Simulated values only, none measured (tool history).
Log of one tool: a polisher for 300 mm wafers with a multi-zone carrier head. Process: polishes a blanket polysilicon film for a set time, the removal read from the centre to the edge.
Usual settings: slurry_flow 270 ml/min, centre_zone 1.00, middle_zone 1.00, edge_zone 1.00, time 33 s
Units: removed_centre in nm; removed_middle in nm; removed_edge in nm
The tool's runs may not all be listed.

| run | hour | slurry_flow | centre_zone | middle_zone | edge_zone | time | incoming thickness of the incoming film, nm | removed_centre | removed_middle | removed_edge |
|---|---|---|---|---|---|---|---|---|---|---|
| 1 | 0.0 | 270 | 1.00 | 1.00 | 1.00 | 33 | 1211.1 | 482.1 | 470.8 | 496.6 |
| 2 | 34.6 | 270 | 1.00 | 1.00 | 1.00 | 33 | 1215.5 | 484.1 | 473.6 | 487.8 |
| 3 | 57.2 | 270 | 1.00 | 1.02 | 1.00 | 33 | 1183.9 | 478.7 | 482.3 | 488.9 |
| 4 | 73.7 | 270 | 1.00 | 1.00 | 1.00 | 33 | 1187.9 | 479.6 | 463.7 | 476.6 |
|  | 80.2 | worn pad replaced by a new one |
| 5 | 109.0 | 270 | 1.00 | 1.00 | 1.00 | 33 | 1184.6 | 494.2 | 479.0 | 496.3 |
| 6 | 135.4 | 225 | 1.11 | 1.00 | 1.00 | 43 | 1189.5 | 694.8 | 604.0 | 628.7 |
|  | 143.3 | edge zone pressure recalibrated |
| 7 | 170.6 | 340 | 1.03 | 1.06 | 1.00 | 33 | 1192.6 | 511.3 | 509.0 | 491.4 |
| 8 | 249.7 | 270 | 0.90 | 0.97 | 1.00 | 33 | 1215.8 | 427.4 | 447.2 | 480.4 |
|  | 268.5 | worn pad replaced by a new one |
| 9 | 280.1 | 270 | 1.00 | 1.00 | 1.00 | 33 | 1195.0 | 491.3 | 483.2 | 506.6 |
|  | 293.8 | centre zone pressure recalibrated |
| 10 | 301.8 | 240 | 1.00 | 1.00 | 1.06 | 22 | 1194.0 | 325.2 | 325.3 | 345.7 |
| 11 | 330.7 | 305 | 1.00 | 1.00 | 1.00 | 33 | 1203.6 | 491.4 | 484.7 | 500.6 |
| 12 | 366.6 | 200 | 1.00 | 1.00 | 1.00 | 33 | 1190.9 | 470.1 | 453.1 | 482.4 |
|  | 377.4 | carrier head's membrane replaced by a new one, of another model than before |
| 13 | 380.1 | 270 | 1.06 | 1.04 | 1.00 | 33 | 1205.8 | 513.9 | 482.6 | 488.4 |
| 14 | 398.7 | 270 | 1.00 | 1.00 | 1.00 | 33 | 1204.8 | 477.4 | 480.0 | 490.2 |
| 15 | 413.1 | 270 | 0.96 | 0.91 | 0.94 | 33 | 1184.8 | 453.0 | 435.6 | 466.0 |
|  | 471.2 | slurry nozzle cleaned |
|  | 499.0 | worn pad replaced by a new one |
| 16 | 519.8 | 270 | 1.00 | 1.00 | 1.00 | 33 | 1216.1 | 491.8 | 488.0 | 506.5 |
| 17 | 548.0 | 270 | 0.95 | 1.00 | 1.00 | 33 | 1192.1 | 455.6 | 483.0 | 503.7 |
| 18 | 564.9 | 270 | 1.00 | 1.00 | 1.00 | 33 | 1225.5 | 494.2 | 480.8 | 502.6 |
| 19 | 609.2 | 270 | 1.00 | 0.93 | 1.00 | 42 | 1188.9 | 615.8 | 581.1 | 612.6 |
| 20 | 623.1 | 240 | 0.96 | 1.00 | 1.00 | 33 | 1201.3 | 453.7 | 464.5 | 484.9 |
| 21 | 657.7 | 270 | 1.07 | 0.92 | 1.00 | 33 | 1177.8 | 519.2 | 442.4 | 481.9 |
| 22 | 684.4 | 235 | 1.04 | 0.91 | 1.00 | 28 | 1200.1 | 421.0 | 369.2 | 410.3 |
| 23 | 702.9 | 355 | 1.00 | 1.00 | 1.00 | 22 | 1219.0 | 319.3 | 312.2 | 322.6 |

What the log doesn't show, run by run:
slurry flow missing at the pad, %: 0 in every run
deviation of the centre zone's pressure from its setpoint, %: 0 in every run
deviation of the edge zone's pressure from its setpoint, %: 0 in every run
H1: removal rate lost through wear of the pad, %
| run | H1 |
|---|---|
| 1 | 2.47 |
| 2 | 3.27 |
| 3 | 3.8 |
| 4 | 4.18 |
| 5 | 1.38 |
| 6 | 1.99 |
| 7 | 2.8 |
| 8 | 4.64 |
| 9 | 0.503 |
| 10 | 1.01 |
| 11 | 1.68 |
| 12 | 2.51 |
| 13 | 2.82 |
| 14 | 3.25 |
| 15 | 3.59 |
| 16 | 0.529 |
| 17 | 1.18 |
| 18 | 1.57 |
| 19 | 2.6 |
| 20 | 2.92 |
| 21 | 3.73 |
| 22 | 4.34 |
| 23 | 4.77 |
